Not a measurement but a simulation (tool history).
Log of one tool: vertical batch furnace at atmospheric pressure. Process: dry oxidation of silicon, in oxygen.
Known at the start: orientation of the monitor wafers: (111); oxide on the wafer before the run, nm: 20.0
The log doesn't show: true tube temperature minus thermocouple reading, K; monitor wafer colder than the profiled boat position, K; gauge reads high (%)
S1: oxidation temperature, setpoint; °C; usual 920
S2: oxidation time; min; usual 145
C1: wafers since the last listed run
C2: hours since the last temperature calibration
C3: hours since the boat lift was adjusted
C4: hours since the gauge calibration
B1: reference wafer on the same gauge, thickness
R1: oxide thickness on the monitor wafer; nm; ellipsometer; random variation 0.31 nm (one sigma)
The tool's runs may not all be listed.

run,hour,S1,S2,C1,C2,C3,C4,B1,R1
1,0,939,145,0,1936.4,1897.6,135.2,63.88,79.42
2,10.9,920,145,159,1947.3,1908.5,146.1,63.86,69.53
3,22.9,920,145,175,1959.3,1920.5,158.1,63.85,69.43
4,42.5,920,145,287,1978.9,1940.1,177.7,63.85,69.09
5,63,920,145,300,1999.4,1960.6,198.2,63.89,69.53
6,82.7,920,145,288,2019.1,1980.3,217.9,63.94,69.56
7,101,920,145,268,2037.4,1998.6,236.2,63.93,69.4
# hour 128.6: boat lift adjusted
8,129.1,938,145,60,2065.5,0.5,264.3,63.84,79.54
9,134.5,920,145,79,2070.9,5.9,269.7,63.89,69.4
10,139.8,920,145,77,2076.2,11.2,275,63.95,68.97
11,148.2,920,145,123,2084.6,19.6,283.4,63.93,69.91
12,164.7,920,145,241,2101.1,36.1,299.9,63.89,69.23
13,213.5,920,145,714,2149.9,84.9,348.7,63.89,68.62
14,224.8,897,108,165,2161.2,96.2,360,63.87,48.87
15,238.3,902,188,197,2174.7,109.7,373.5,63.88,68.59
16,250.3,920,145,175,2186.7,121.7,385.5,63.83,68.73
17,265.1,920,145,216,2201.5,136.5,400.3,63.83,69.23
18,274.1,920,145,131,2210.5,145.5,409.3,63.91,69.76
19,291.8,943,186.5,259,2228.2,163.2,427,63.87,94.88
20,311.3,928,122,285,2247.7,182.7,446.5,63.93,66.38
21,334.2,906,102.5,335,2270.6,205.6,469.4,63.92,51.01
# hour 369.3: thermocouples replaced and temperature profile calibrated
22,369.8,910,213,169,0.5,241.2,505,63.9,79.83
# hour 380.4: gauge calibrated
23,385.7,906,215.5,232,16.4,257.1,5.3,63.91,77.45
24,398.9,920,145,193,29.6,270.3,18.5,63.87,68.79
25,417.3,909,183,269,48,288.7,36.9,63.88,72.14
26,438.7,920,145,313,69.4,310.1,58.3,63.96,69.11
27,457.6,920,145,276,88.3,329,77.2,63.88,69.01
28,469,900,204,166,99.7,340.4,88.6,63.88,71.05
29,485.8,920,145,246,116.5,357.2,105.4,63.92,69.28
30,501.3,909,183,227,132,372.7,120.9,63.9,71.71
31,509.8,944,209.5,124,140.5,381.2,129.4,63.95,102.6
32,530.7,934,86,306,161.4,402.1,150.3,63.9,56.62
33,539.3,909,94.5,125,170,410.7,158.9,63.88,50.22
34,552.2,904,85,188,182.9,423.6,171.8,63.93,45.41
35,574.8,909,125,331,205.5,446.2,194.4,63.94,58.04
36,593.7,898,120,276,224.4,465.1,213.3,63.86,52.22
37,611.5,907,145,260,242.2,482.9,231.1,63.88,62.02
38,631.7,920,197.5,295,262.4,503.1,251.3,63.93,82.71

How the hidden state differs across the entries between the runs, from the last listed run before each to the first after it:
Between runs 7 and 8: boat lift adjusted (hour 128.6)
  no hidden state differs between the two runs
Between runs 21 and 22: thermocouples replaced and temperature profile calibrated (hour 369.3)
  no hidden state differs between the two runs
Between runs 22 and 23: gauge calibrated (hour 380.4)
  no hidden state differs between the two runs
